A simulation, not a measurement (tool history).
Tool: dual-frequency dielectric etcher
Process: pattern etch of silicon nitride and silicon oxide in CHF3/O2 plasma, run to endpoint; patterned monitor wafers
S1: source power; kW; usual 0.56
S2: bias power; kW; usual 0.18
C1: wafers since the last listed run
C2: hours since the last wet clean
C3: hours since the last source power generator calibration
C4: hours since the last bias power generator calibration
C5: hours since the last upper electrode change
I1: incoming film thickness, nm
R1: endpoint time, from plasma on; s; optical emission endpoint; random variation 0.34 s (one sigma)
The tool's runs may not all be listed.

run,day,S1,S2,C1,C2,C3,C4,C5,I1,R1
1,0,0.56,0.18,0,477.2,4218.1,3525.4,2852.9,171.7,112.3
2,1.083,0.56,0.18,121,503.2,4244.1,3551.4,2878.9,171.1,111.9
3,1.771,0.61,0.194,76,519.7,4260.6,3567.9,2895.4,171.7,105.5
4,2.671,0.61,0.194,100,541.3,4282.2,3589.5,2917,172.8,106
# day 3.754: bias power generator calibrated
# day 3.867: source power generator calibrated
# day 4.254: upper electrode replaced
5,4.275,0.5,0.18,105,579.8,9.8,12.5,0.5,172.5,118
6,5.267,0.5,0.18,111,603.6,33.6,36.3,24.3,172.3,117.8
7,5.954,0.5,0.18,76,620.1,50.1,52.8,40.8,172.4,117.1
# day 7.262: wet clean of the chamber
8,7.283,0.5,0.18,36,0.5,82,84.7,72.7,170.1,117.3
9,7.954,0.48,0.143,75,16.6,98.1,100.8,88.8,171.9,128.8
10,8.462,0.46,0.213,56,28.8,110.3,113,101,171.6,116.4
11,9.688,0.49,0.154,137,58.2,139.7,142.4,130.4,172,125.4
12,10.738,0.56,0.18,117,83.4,164.9,167.6,155.6,171.7,113.1
13,11.704,0.49,0.168,108,106.6,188.1,190.8,178.8,171.4,121.7

The next listed run, before its measurement:
14,12.279,0.68,0.18,64,120.4,201.9,204.6,192.6,171.3,?

R1: 103.9 s
Without the tool's hidden state the same run would have given R1 105.4 s.
